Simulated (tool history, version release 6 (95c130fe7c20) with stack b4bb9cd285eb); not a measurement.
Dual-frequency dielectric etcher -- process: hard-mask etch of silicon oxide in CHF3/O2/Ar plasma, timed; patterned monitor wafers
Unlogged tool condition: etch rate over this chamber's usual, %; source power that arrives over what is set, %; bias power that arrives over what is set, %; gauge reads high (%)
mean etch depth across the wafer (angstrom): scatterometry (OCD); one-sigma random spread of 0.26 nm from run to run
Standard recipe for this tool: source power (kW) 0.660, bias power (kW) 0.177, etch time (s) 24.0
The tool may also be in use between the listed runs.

run,hour,source power (kW),bias power (kW),etch time (s),wafers since the last listed run,hours since the last wet clean,hours since the last source power generator calibration,hours since the last bias power generator calibration,hours since the last upper electrode change,hours since the gauge calibration,"read-back reference wafer on the same gauge, depth_nm",mean etch depth across the wafer (angstrom)
1,0.0,0.760,0.177,24.0,0,158.8,4079.1,3102.0,4901.7,406.5,48.47,474.6
2,72.4,0.660,0.177,24.0,1253,231.2,4151.5,3174.4,4974.1,478.9,48.51,445.7
3,135.5,0.660,0.177,24.0,1092,294.3,4214.6,3237.5,5037.2,542.0,48.55,443.1
4,242.7,0.660,0.177,24.0,1856,401.5,4321.8,3344.7,5144.4,649.2,48.37,456.3
5,311.4,0.660,0.177,24.0,1189,470.2,4390.5,3413.4,5213.1,717.9,48.44,453.3
# hour 336.9: bias power generator calibrated
# hour 380.5: wet clean of the chamber
6,381.0,0.770,0.151,24.0,720,0.5,4460.1,44.1,5282.7,787.5,48.50,444.4
7,419.7,0.770,0.151,24.0,670,39.2,4498.8,82.8,5321.4,826.2,48.40,445.5
# hour 458.5: upper electrode replaced, of another model than before
# hour 472.0: source power generator calibrated
8,490.1,0.660,0.165,22.0,734,109.6,18.1,153.2,31.6,896.6,48.47,392.9
# hour 508.0: gauge calibrated
9,537.2,0.660,0.177,24.0,815,156.7,65.2,200.3,78.7,29.2,48.39,441.0
10,609.2,0.660,0.210,24.0,1246,228.7,137.2,272.3,150.7,101.2,48.52,461.4
11,649.4,0.600,0.190,24.0,696,268.9,177.4,312.5,190.9,141.4,48.45,440.5
12,713.2,0.660,0.177,24.0,1104,332.7,241.2,376.3,254.7,205.2,48.37,443.9
13,770.7,0.800,0.177,24.0,995,390.2,298.7,433.8,312.2,262.7,48.32,474.5
14,821.3,0.810,0.155,24.0,876,440.8,349.3,484.4,362.8,313.3,48.32,463.3

3 ways to go on from here, each from the tool as it stands after run 14. What would each give?
A,821.7,0.660,0.177,24.0,6,441.2,349.7,484.8,363.2,313.7,?,?
B,821.7,0.810,0.162,28.5,6,441.2,349.7,484.8,363.2,313.7,?,?
C,821.7,0.820,0.177,24.0,6,441.2,349.7,484.8,363.2,313.7,?,?

run,"read-back reference wafer on the same gauge, depth_nm",mean etch depth across the wafer (angstrom)
A,48.34,450.4
B,48.34,557.1
C,48.34,479.3
Without the tool's unlogged condition, the same runs would have read:
run,mean etch depth across the wafer (angstrom)
A,436.3
B,539.7
C,464.3
